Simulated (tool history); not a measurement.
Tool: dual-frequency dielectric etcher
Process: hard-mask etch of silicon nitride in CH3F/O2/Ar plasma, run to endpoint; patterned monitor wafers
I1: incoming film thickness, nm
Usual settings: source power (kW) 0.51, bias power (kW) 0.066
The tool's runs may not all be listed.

run 1 day=0 | source_power_(kW)=0.51 bias_power_(kW)=0.066 | I1=32.32 | endpoint_time_(s)=44.9
run 2 day=1.238 | source_power_(kW)=0.51 bias_power_(kW)=0.066 | I1=31.9 | endpoint_time_(s)=44.2
run 3 day=3.4 | source_power_(kW)=0.51 bias_power_(kW)=0.066 | I1=32.3 | endpoint_time_(s)=44.6
run 4 day=9.058 | source_power_(kW)=0.51 bias_power_(kW)=0.066 | I1=32.1 | endpoint_time_(s)=43.7
run 5 day=10.45 | source_power_(kW)=0.51 bias_power_(kW)=0.077 | I1=32.23 | endpoint_time_(s)=41.5
run 6 day=12.112 | source_power_(kW)=0.51 bias_power_(kW)=0.077 | I1=32.09 | endpoint_time_(s)=42
-- day=15.604 wet clean of the chamber
run 7 day=15.625 | source_power_(kW)=0.45 bias_power_(kW)=0.066 | I1=32.2 | endpoint_time_(s)=45.6
run 8 day=15.796 | source_power_(kW)=0.51 bias_power_(kW)=0.074 | I1=32.07 | endpoint_time_(s)=42.6
run 9 day=18.717 | source_power_(kW)=0.51 bias_power_(kW)=0.066 | I1=32.19 | endpoint_time_(s)=43.3
run 10 day=20.475 | source_power_(kW)=0.51 bias_power_(kW)=0.066 | I1=32.17 | endpoint_time_(s)=43.5
run 11 day=22.638 | source_power_(kW)=0.51 bias_power_(kW)=0.066 | I1=31.94 | endpoint_time_(s)=43.7
run 12 day=23.892 | source_power_(kW)=0.46 bias_power_(kW)=0.066 | I1=32.33 | endpoint_time_(s)=44.9
-- day=25.775 upper electrode replaced, of another model than before
run 13 day=26.708 | source_power_(kW)=0.6 bias_power_(kW)=0.052 | I1=32.05 | endpoint_time_(s)=43.1
run 14 day=27.8 | source_power_(kW)=0.41 bias_power_(kW)=0.066 | I1=31.82 | endpoint_time_(s)=44.3
run 15 day=29.104 | source_power_(kW)=0.51 bias_power_(kW)=0.082 | I1=32.15 | endpoint_time_(s)=40.7
run 16 day=30.296 | source_power_(kW)=0.51 bias_power_(kW)=0.066 | I1=32.32 | endpoint_time_(s)=42.8
-- day=30.717 source power generator calibrated
-- day=33.971 wet clean of the chamber
run 17 day=33.992 | source_power_(kW)=0.56 bias_power_(kW)=0.062 | I1=32.03 | endpoint_time_(s)=43.7
-- day=34.379 bias power generator calibrated
run 18 day=35.875 | source_power_(kW)=0.45 bias_power_(kW)=0.075 | I1=32.16 | endpoint_time_(s)=43.5
run 19 day=37.667 | source_power_(kW)=0.51 bias_power_(kW)=0.066 | I1=32.38 | endpoint_time_(s)=44
run 20 day=40.096 | source_power_(kW)=0.51 bias_power_(kW)=0.066 | I1=32.11 | endpoint_time_(s)=43.8
run 21 day=41.358 | source_power_(kW)=0.62 bias_power_(kW)=0.06 | I1=32.1 | endpoint_time_(s)=42.9
run 22 day=42.958 | source_power_(kW)=0.63 bias_power_(kW)=0.06 | I1=31.67 | endpoint_time_(s)=42.2
run 23 day=44.942 | source_power_(kW)=0.4 bias_power_(kW)=0.054 | I1=32.16 | endpoint_time_(s)=46.2
run 24 day=46.621 | source_power_(kW)=0.56 bias_power_(kW)=0.066 | I1=31.84 | endpoint_time_(s)=42.3

Hidden state or all else? Some run-to-run changes of endpoint time (s), split into what the settings, what came in and random variation would give without the hidden state, and what is left for the hidden state (with any gauge scatter that isn't in both results):
The hidden state here: etch rate over this chamber's usual, %; source power that arrives over what is set, %; bias power that arrives over what is set, %.
Run 6 -> 7: source power (kW) 0.51 -> 0.45, bias power (kW) 0.077 -> 0.066, wet clean of the chamber. endpoint time (s) +3.6: hidden state +0.5, all else +3.1.
Run 16 -> 17: source power (kW) 0.51 -> 0.56, bias power (kW) 0.066 -> 0.062, source power generator calibrated, wet clean of the chamber. endpoint time (s) +0.9: hidden state +1.6, all else -0.7.
Run 22 -> 23: source power (kW) 0.63 -> 0.4, bias power (kW) 0.06 -> 0.054. endpoint time (s) +4: hidden state -0.2, all else +4.2.
Run 23 -> 24: source power (kW) 0.4 -> 0.56, bias power (kW) 0.054 -> 0.066. endpoint time (s) -3.9: hidden state +0, all else -3.9.

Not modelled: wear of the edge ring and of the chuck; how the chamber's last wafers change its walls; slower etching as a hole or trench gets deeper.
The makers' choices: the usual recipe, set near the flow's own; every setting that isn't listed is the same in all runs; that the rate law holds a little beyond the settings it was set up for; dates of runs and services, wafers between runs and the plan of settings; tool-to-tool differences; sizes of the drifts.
